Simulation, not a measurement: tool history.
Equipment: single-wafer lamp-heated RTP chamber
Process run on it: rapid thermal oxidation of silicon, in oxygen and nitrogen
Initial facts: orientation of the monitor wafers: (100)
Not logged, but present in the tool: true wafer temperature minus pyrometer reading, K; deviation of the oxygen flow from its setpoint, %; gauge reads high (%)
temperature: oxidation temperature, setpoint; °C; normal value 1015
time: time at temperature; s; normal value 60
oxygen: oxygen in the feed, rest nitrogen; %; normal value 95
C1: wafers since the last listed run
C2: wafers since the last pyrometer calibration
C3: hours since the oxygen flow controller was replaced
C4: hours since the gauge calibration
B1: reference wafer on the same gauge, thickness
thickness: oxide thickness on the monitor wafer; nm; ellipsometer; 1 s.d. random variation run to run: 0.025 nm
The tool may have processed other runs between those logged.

{"run": 1, "hour": 0.0, "temperature": 1015, "time": 60, "oxygen": 95, "C1": 0, "C2": 1044, "C3": 1816.4, "C4": 304.3, "B1": 7.295, "thickness": 6.452}
{"run": 2, "hour": 34.5, "temperature": 1015, "time": 60, "oxygen": 98, "C1": 363, "C2": 1407, "C3": 1850.9, "C4": 338.8, "B1": 7.285, "thickness": 6.589}
{"run": 3, "hour": 53.2, "temperature": 1015, "time": 60, "oxygen": 98, "C1": 197, "C2": 1604, "C3": 1869.6, "C4": 357.5, "B1": 7.277, "thickness": 6.541}
{"run": 4, "hour": 73.4, "temperature": 1015, "time": 60, "oxygen": 95, "C1": 212, "C2": 1817, "C3": 1889.8, "C4": 377.7, "B1": 7.289, "thickness": 6.499}
{"run": 5, "hour": 107.0, "temperature": 1015, "time": 60, "oxygen": 95, "C1": 354, "C2": 2171, "C3": 1923.4, "C4": 411.3, "B1": 7.296, "thickness": 6.46}
{"run": 6, "hour": 121.1, "temperature": 1015, "time": 60, "oxygen": 95, "C1": 148, "C2": 2320, "C3": 1937.5, "C4": 425.4, "B1": 7.293, "thickness": 6.46}
{"run": 7, "hour": 154.0, "temperature": 1015, "time": 60, "oxygen": 95, "C1": 346, "C2": 2667, "C3": 1970.4, "C4": 458.3, "B1": 7.288, "thickness": 6.465}
{"run": 8, "hour": 172.6, "temperature": 1015, "time": 60, "oxygen": 95, "C1": 196, "C2": 2863, "C3": 1989, "C4": 476.9, "B1": 7.295, "thickness": 6.511}
{"run": 9, "hour": 205.7, "temperature": 1015, "time": 60, "oxygen": 95, "C1": 348, "C2": 3212, "C3": 2022.1, "C4": 510, "B1": 7.283, "thickness": 6.483}
{"run": 10, "hour": 234.8, "temperature": 1015, "time": 60, "oxygen": 95, "C1": 306, "C2": 3519, "C3": 2051.2, "C4": 539.1, "B1": 7.274, "thickness": 6.547}
{"run": 11, "hour": 267.1, "temperature": 1015, "time": 60, "oxygen": 95, "C1": 340, "C2": 3859, "C3": 2083.5, "C4": 571.4, "B1": 7.297, "thickness": 6.553}
{"run": 12, "hour": 293.9, "temperature": 1015, "time": 60, "oxygen": 95, "C1": 282, "C2": 4142, "C3": 2110.3, "C4": 598.2, "B1": 7.289, "thickness": 6.543}
{"run": 13, "hour": 315.9, "temperature": 1015, "time": 60, "oxygen": 95, "C1": 231, "C2": 4373, "C3": 2132.3, "C4": 620.2, "B1": 7.3, "thickness": 6.502}
{"run": 14, "hour": 339.5, "temperature": 1015, "time": 60, "oxygen": 95, "C1": 248, "C2": 4622, "C3": 2155.9, "C4": 643.8, "B1": 7.288, "thickness": 6.527}
{"run": 15, "hour": 359.3, "temperature": 1015, "time": 60, "oxygen": 95, "C1": 208, "C2": 4831, "C3": 2175.7, "C4": 663.6, "B1": 7.299, "thickness": 6.542}
{"run": 16, "hour": 380.5, "temperature": 1028, "time": 87, "oxygen": 98, "C1": 223, "C2": 5054, "C3": 2196.9, "C4": 684.8, "B1": 7.296, "thickness": 8.586}
{"run": 17, "hour": 402.9, "temperature": 1028, "time": 87, "oxygen": 98, "C1": 236, "C2": 5290, "C3": 2219.3, "C4": 707.2, "B1": 7.28, "thickness": 8.602}
{"hour": 417.9, "done": "gauge calibrated"}
{"run": 18, "hour": 431.8, "temperature": 1015, "time": 40, "oxygen": 95, "C1": 304, "C2": 5595, "C3": 2248.2, "C4": 13.9, "B1": 7.3, "thickness": 5.472}
{"hour": 444.0, "done": "pyrometer window cleaned and pyrometer calibrated"}
{"run": 19, "hour": 467.7, "temperature": 1037, "time": 60, "oxygen": 95, "C1": 294, "C2": 250, "C3": 2284.1, "C4": 49.8, "B1": 7.301, "thickness": 7.566}
{"run": 20, "hour": 500.6, "temperature": 1030, "time": 60, "oxygen": 98, "C1": 346, "C2": 596, "C3": 2317, "C4": 82.7, "B1": 7.296, "thickness": 7.241}
{"run": 21, "hour": 532.4, "temperature": 1015, "time": 47, "oxygen": 98, "C1": 335, "C2": 932, "C3": 2348.8, "C4": 114.5, "B1": 7.298, "thickness": 5.837}
{"hour": 554.3, "done": "oxygen flow controller replaced"}
{"run": 22, "hour": 569.9, "temperature": 1015, "time": 60, "oxygen": 95, "C1": 310, "C2": 1243, "C3": 15.6, "C4": 152, "B1": 7.293, "thickness": 6.451}
{"run": 23, "hour": 594.2, "temperature": 1015, "time": 50, "oxygen": 95, "C1": 256, "C2": 1499, "C3": 39.9, "C4": 176.3, "B1": 7.291, "thickness": 5.963}
{"run": 24, "hour": 613.2, "temperature": 1015, "time": 60, "oxygen": 95, "C1": 200, "C2": 1699, "C3": 58.9, "C4": 195.3, "B1": 7.292, "thickness": 6.451}
{"run": 25, "hour": 632.4, "temperature": 1015, "time": 60, "oxygen": 95, "C1": 202, "C2": 1901, "C3": 78.1, "C4": 214.5, "B1": 7.284, "thickness": 6.435}
{"run": 26, "hour": 648.1, "temperature": 1002, "time": 78, "oxygen": 98, "C1": 165, "C2": 2067, "C3": 93.8, "C4": 230.2, "B1": 7.295, "thickness": 6.664}
{"run": 27, "hour": 662.1, "temperature": 989, "time": 37, "oxygen": 98, "C1": 147, "C2": 2214, "C3": 107.8, "C4": 244.2, "B1": 7.296, "thickness": 4.407}
{"run": 28, "hour": 689.9, "temperature": 993, "time": 60, "oxygen": 98, "C1": 293, "C2": 2507, "C3": 135.6, "C4": 272, "B1": 7.293, "thickness": 5.532}
{"run": 29, "hour": 717.2, "temperature": 1006, "time": 60, "oxygen": 95, "C1": 287, "C2": 2795, "C3": 162.9, "C4": 299.3, "B1": 7.28, "thickness": 6.063}
{"run": 30, "hour": 736.9, "temperature": 1015, "time": 73, "oxygen": 95, "C1": 207, "C2": 3003, "C3": 182.6, "C4": 319, "B1": 7.289, "thickness": 7.051}

For each entry between runs, how does the tool's hidden state at the last listed run before it compare with that at the first listed run after it?
Run 17 -> run 18: gauge calibrated (hour 417.9)
  true wafer temperature minus pyrometer reading, K: 2.04 -> 2.27
  measured value less the no-hidden-state value, thickness: +0.124 -> +0.087 nm
Run 18 -> run 19: pyrometer window cleaned and pyrometer calibrated (hour 444)
  true wafer temperature minus pyrometer reading, K: 2.27 -> 0.215
  measured value less the no-hidden-state value, thickness: +0.087 -> +0.011 nm
Run 21 -> run 22: oxygen flow controller replaced (hour 554.3)
  true wafer temperature minus pyrometer reading, K: 0.269 -> 0.329
  measured value less the no-hidden-state value, thickness: +0.011 -> +0.016 nm

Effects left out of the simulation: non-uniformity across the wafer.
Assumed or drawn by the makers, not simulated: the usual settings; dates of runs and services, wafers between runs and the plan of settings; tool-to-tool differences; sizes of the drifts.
